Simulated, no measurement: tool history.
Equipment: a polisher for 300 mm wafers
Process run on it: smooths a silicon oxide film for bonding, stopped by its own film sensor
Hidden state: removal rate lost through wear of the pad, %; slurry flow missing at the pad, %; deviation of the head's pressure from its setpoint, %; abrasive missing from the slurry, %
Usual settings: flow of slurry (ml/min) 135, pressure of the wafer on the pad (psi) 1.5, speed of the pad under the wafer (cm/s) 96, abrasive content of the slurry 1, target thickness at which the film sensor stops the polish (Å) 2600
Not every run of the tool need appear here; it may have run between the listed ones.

run    hour  flow of slurry (ml/min)  pressure of the wafer on the pad (psi)  speed of the pad under the wafer (cm/s)  abrasive content of the slurry  target thickness at which the film sensor stops the polish (Å)  wafers since the last listed run  wafers polished on this pad  hours since the slurry nozzle was cleaned  hours since the head pressure was calibrated  hours since the slurry blender was calibrated  incoming thickness of the incoming film, nm  time until the film sensor stopped the polish (s)
  1       0                      135                                     1.5                                       96                               1                                                            2600                                 0                         2313                                      128.1                                         169.8                                          434.9                                        310.1                                              103.7
  2      79                      145                                     1.5                                       96                               1                                                            2600                               572                         2885                                      207.1                                         248.8                                          513.9                                        309.4                                              102.2
      157.5  -- slurry blender recalibrated
  3   185.4                      145                                     1.5                                       96                               1                                                            2600                               755                         3641                                      313.5                                         355.2                                           27.9                                        314.6                                              118.1
  4   231.9                      145                                     1.5                                       96                               1                                                            2600                               336                         3977                                        360                                         401.7                                           74.4                                        313.8                                              115.2
      283.2  -- worn pad replaced by a new one
  5   312.2                      150                                     1.5                                       96                               1                                                            2660                               552                          209                                      440.3                                           482                                          154.7                                        307.3                                                 88
  6   350.7                      150                                     1.5                                       96                               1                                                            2660                               278                          488                                      478.8                                         520.5                                          193.2                                        310.3                                               92.3
      414.9  -- slurry nozzle cleaned
  7   418.2                      135                                     1.5                                       96                               1                                                            2600                               481                          970                                        3.3                                           588                                          260.7                                        305.1                                              101.8
  8   504.7                      135                                     1.5                                       96                               1                                                            2600                               626                         1596                                       89.8                                         674.5                                          347.2                                        315.6                                              125.4
      526.5  -- head pressure recalibrated
  9     559                      135                                     1.5                                       96                               1                                                            2640                               378                         1975                                      144.1                                          32.5                                          401.5                                        311.5                                               92.1
 10   597.9                      135                                     1.5                                       96                               1                                                            2640                               281                         2256                                        183                                          71.4                                          440.4                                        311.4                                               94.4
 11   681.2                      135                                     1.5                                       96                               1                                                            2640                               603                         2860                                      266.3                                         154.7                                          523.7                                        309.8                                               95.2
      714.3  -- slurry blender recalibrated
 12   865.6                      135                                     1.8                                       96                               1                                                            2600                              1320                         4180                                      450.7                                         339.1                                          151.3                                        305.9                                               82.5
      883.7  -- worn pad replaced by a new one, of another model than before
 13     946                      135                                     1.5                                       68                             0.8                                                            2600                               553                          451                                      531.1                                         419.5                                          231.7                                        303.9                                              124.7
 14   983.3                      135                                     1.5                                       96                               1                                                            2600                               270                          721                                      568.4                                         456.8                                            269                                        312.7                                              109.7
     1029.8  -- slurry nozzle cleaned
 15  1088.7                      135                                     1.5                                       96                               1                                                            2600                               755                         1477                                       58.9                                         562.2                                          374.4                                        308.6                                              100.1
     1097.3  -- head pressure recalibrated
 16  1193.4                      120                                     1.5                                       96                            0.75                                                            2750                               743                         2220                                      163.6                                          96.1                                          479.1                                        308.7                                               86.5
       1265  -- slurry blender recalibrated
 17  1293.4                      135                                     1.5                                      118                             1.1                                                            2600                               709                         2930                                      263.6                                         196.1                                           28.4                                        315.9                                               97.4
     1360.5  -- worn pad replaced by a new one
 18  1393.6                      135                                     1.5                                       96                               1                                                            2600                               696                          239                                      363.8                                         296.3                                          128.6                                          305                                               94.2
 19  1459.3                      175                                     1.1                                      106                            0.75                                                            2600                               475                          715                                      429.5                                           362                                          194.3                                        311.6                                              141.7
     1591.9  -- slurry nozzle cleaned
 20  1611.8                      120                                     1.5                                       96                            0.85                                                            2600                              1096                         1812                                       19.9                                         514.5                                          346.8                                        307.6                                              115.3
       1629  -- head pressure recalibrated
 21  1678.5                      135                                     1.5                                      108                             1.2                                                            2600                               468                         2280                                       86.6                                          49.5                                          413.5                                          310                                                 85
 22  1763.2                      135                                       1                                       96                               1                                                            2600                               613                         2894                                      171.3                                         134.2                                          498.2                                        316.4                                              131.4
     1854.6  -- slurry blender recalibrated
     1876.3  -- worn pad replaced by a new one
 23  1897.3                      135                                     1.5                                       96                               1                                                            2520                               927                          151                                      305.4                                         268.3                                           42.7                                        309.7                                              115.9
 24    1958                      135                                     1.2                                      118                               1                                                            2460                               439                          591                                      366.1                                           329                                          103.4                                        304.5                                              121.2
 25    2031                      135                                     1.5                                       96                               1                                                            2600                               528                         1119                                      439.1                                           402                                          176.4                                        309.6                                              100.9
     2073.5  -- slurry nozzle cleaned
 26  2093.4                      135                                     1.1                                       96                            1.15                                                            2600                               444                         1564                                       19.9                                         464.4                                          238.8                                        314.2                                              120.3
 27  2144.2                      135                                     1.5                                       96                               1                                                            2600                               367                         1932                                       70.7                                         515.2                                          289.6                                          314                                              110.4
 28  2246.2                      135                                     1.5                                       96                             0.9                                                            2710                               738                         2670                                      172.7                                         617.2                                          391.6                                        313.8                                                 92
     2257.6  -- head pressure recalibrated
 29  2335.1                      150                                     1.5                                       96                               1                                                            2600                               629                         3300                                      261.6                                          77.5                                          480.5                                        306.7                                               88.4

Below are 4 alternative next runs, each starting from the tool's condition after run 29. Predict each:
  A  2335.6                      135                                     1.5                                       96                               1                                                            2600                                 3                         3303                                      262.1                                            78                                            481                                        311.3                                                  ?
  B  2335.6                      125                                     1.5                                       78                               1                                                            2600                                 3                         3303                                      262.1                                            78                                            481                                        311.3                                                  ?
  C  2335.6                      120                                     1.5                                       78                             1.1                                                            2600                                 3                         3303                                      262.1                                            78                                            481                                        311.3                                                  ?
  D  2335.6                      135                                     1.5                                       96                            0.75                                                            2600                                 3                         3303                                      262.1                                            78                                            481                                        311.3                                                  ?

run  time until the film sensor stopped the polish (s)
  A                                              100.4
  B                                              111.1
  C                                              105.4
  D                                              126.4
With no hidden state in the tool, these same runs would have given:
run  time until the film sensor stopped the polish (s)
  A                                               99.8
  B                                              110.4
  C                                              104.7
  D                                              125.6

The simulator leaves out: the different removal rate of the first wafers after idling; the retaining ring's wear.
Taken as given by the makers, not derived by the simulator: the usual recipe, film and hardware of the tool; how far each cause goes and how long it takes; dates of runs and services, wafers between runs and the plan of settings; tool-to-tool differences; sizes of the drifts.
